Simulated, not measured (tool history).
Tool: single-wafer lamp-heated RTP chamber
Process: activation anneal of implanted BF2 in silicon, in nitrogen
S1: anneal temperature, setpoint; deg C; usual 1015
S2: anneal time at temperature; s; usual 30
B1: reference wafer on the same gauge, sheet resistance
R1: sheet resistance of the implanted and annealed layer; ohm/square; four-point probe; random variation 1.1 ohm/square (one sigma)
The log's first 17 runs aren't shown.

run,hour,S1,S2,B1,R1
18,523.4,1037,15,219.66,222.89
19,552,1015,30,220.08,225.3
20,576.2,1000,19,219.89,250.99
21,591.4,1015,30,220.35,226.45
22,651,1000,19,220.07,250.7
23,676.4,1015,30,220.17,227.02
24,706.5,1036,15,220.33,226.26
25,721.6,1037,38,219.7,208.32
# hour 737.3: pyrometer window cleaned and pyrometer calibrated
26,752,1015,37,220.15,224.08
27,786.4,997,23,220.08,248.43
28,798.5,1015,30,219.98,226.93
29,816.7,1024,48,220.17,210.72
30,852.2,1015,30,219.72,224.42
31,879.2,1026,46,220.1,212.71
32,900.8,1036,47,220.5,205.63
33,922.6,1039,24,219.8,215.51
34,947.2,1032,39,219.72,211.06
35,977.5,1000,13,219.86,257.32

4 ways to go on from here, each from the tool as it stands after run 35. What would each give?
A,977.9,1015,17,?,?
B,977.9,1031,25,?,?
C,977.9,1033,45,?,?
D,977.9,1042,30,?,?

run,B1,R1
A,219.7,237.85
B,219.7,218.53
C,219.7,207.3
D,219.7,209.48
Without the tool's hidden state the same runs would have given:
run,R1
A,237.85
B,218.53
C,207.3
D,209.48
